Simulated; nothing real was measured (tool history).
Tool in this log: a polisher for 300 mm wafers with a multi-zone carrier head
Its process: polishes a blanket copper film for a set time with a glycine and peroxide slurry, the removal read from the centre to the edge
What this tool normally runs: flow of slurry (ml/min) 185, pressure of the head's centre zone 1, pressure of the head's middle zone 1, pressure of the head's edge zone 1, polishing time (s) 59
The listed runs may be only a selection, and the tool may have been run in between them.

run    hour  flow of slurry (ml/min)  pressure of the head's centre zone  pressure of the head's middle zone  pressure of the head's edge zone  polishing time (s)  incoming thickness of the incoming film, nm  film removed at the wafer's centre (Å)  film removed at mid-radius (Å)  film removed at the wafer's edge (Å)
  1       0                      185                                   1                                0.92                                 1                  59                                       1099.2                                    2094                            1919                                  2052
  2    55.3                      185                                   1                                1.03                                 1                  59                                       1103.6                                    2101                            2090                                  2071
  3     102                      185                                   1                                1.03                                 1                  59                                       1121.4                                    2116                            2130                                  2119
      116.8  -- centre zone pressure recalibrated
  4   203.2                      185                                   1                                   1                                 1                  59                                       1119.1                                    2192                            2062                                  2080
  5     282                      185                                   1                                   1                                 1                  59                                       1095.3                                    2237                            2070                                  2072
      329.9  -- worn pad replaced by a new one
  6   385.3                      185                                   1                                   1                                 1                  59                                       1096.1                                    2254                            2020                                  2068
      473.5  -- centre zone pressure recalibrated, repeated, since the last time left the tool worse
      486.7  -- carrier head's membrane replaced by a new one
  7   487.2                      185                                   1                                   1                                 1                  65                                       1094.6                                    2215                            2274                                  2290
      490.1  -- slurry nozzle cleaned
      702.6  -- edge zone pressure recalibrated
      727.8  -- worn pad replaced by a new one
  8   802.2                      185                                   1                                   1                                 1                  59                                       1088.2                                    2063                            2040                                  2070
  9   838.8                      185                                   1                                   1                              0.97                  59                                       1099.3                                    2057                            2033                                  2015
 10   936.1                      185                                   1                                   1                                 1                  59                                         1106                                    2071                            2092                                  2076
 11  1017.8                      235                                0.94                                   1                                 1                  59                                       1100.7                                    2049                            2100                                  2154
     1024.8  -- slurry nozzle cleaned
     1103.7  -- centre zone pressure recalibrated
 12  1104.2                      185                                   1                                   1                                 1                  59                                         1093                                    2001                            2055                                  2107
 13  1149.4                      185                                0.89                                   1                                 1                  59                                       1103.5                                    1781                            2105                                  2105
     1187.4  -- worn pad replaced by a new one
 14  1236.6                      185                                   1                                1.03                                 1                  59                                       1114.4                                    2044                            2127                                  2059
 15  1321.5                      185                                   1                                   1                                 1                  68                                       1098.1                                    2334                            2383                                  2367
 16  1401.4                      210                                   1                                0.92                              1.09                  59                                       1090.6                                    2100                            1932                                  2205
 17  1487.9                      185                                   1                                   1                                 1                  40                                       1111.1                                    1419                            1393                                  1405
     1502.5  -- slurry nozzle cleaned
 18  1556.2                      125                                   1                                   1                                 1                  59                                       1107.5                                    1898                            1889                                  1943
     1575.8  -- worn pad replaced by a new one
       1737  -- centre zone pressure recalibrated
 19  1801.2                      185                                   1                                   1                                 1                  59                                       1102.5                                    2012                            2079                                  2038
 20    1845                      185                                   1                                   1                                 1                  59                                       1113.5                                    2029                            2102                                  2074
 21  1910.2                      240                                   1                                1.07                                 1                  59                                       1086.4                                    2151                            2258                                  2132

Branching from run 21: 5 alternative next runs. What would each branch give?
  A  1910.6                      185                                   1                                   1                              1.04                  59                                       1097.1                                       ?                               ?                                     ?
  B  1910.6                      185                                1.08                                0.88                                 1                  59                                       1097.1                                       ?                               ?                                     ?
  C  1910.6                      185                                   1                                1.12                              1.11                  59                                       1097.1                                       ?                               ?                                     ?
  D  1910.6                      245                                   1                                   1                              1.04                  44                                       1097.1                                       ?                               ?                                     ?
  E  1910.6                      160                                   1                                   1                                 1                  45                                       1097.1                                       ?                               ?                                     ?

run  film removed at the wafer's centre (Å)  film removed at mid-radius (Å)  film removed at the wafer's edge (Å)
  A                                    2070                            2080                                  2097
  B                                    2234                            1868                                  2071
  C                                    2072                            2290                                  2145
  D                                    1616                            1616                                  1613
  E                                    1531                            1543                                  1546
With the hidden condition removed and each run's random variation left untouched, the same runs would have given:
run  film removed at the wafer's centre (Å)  film removed at mid-radius (Å)  film removed at the wafer's edge (Å)
  A                                    2008                            2080                                  2097
  B                                    2168                            1868                                  2071
  C                                    2010                            2290                                  2145
  D                                    1568                            1617                                  1613
  E                                    1486                            1544                                  1546
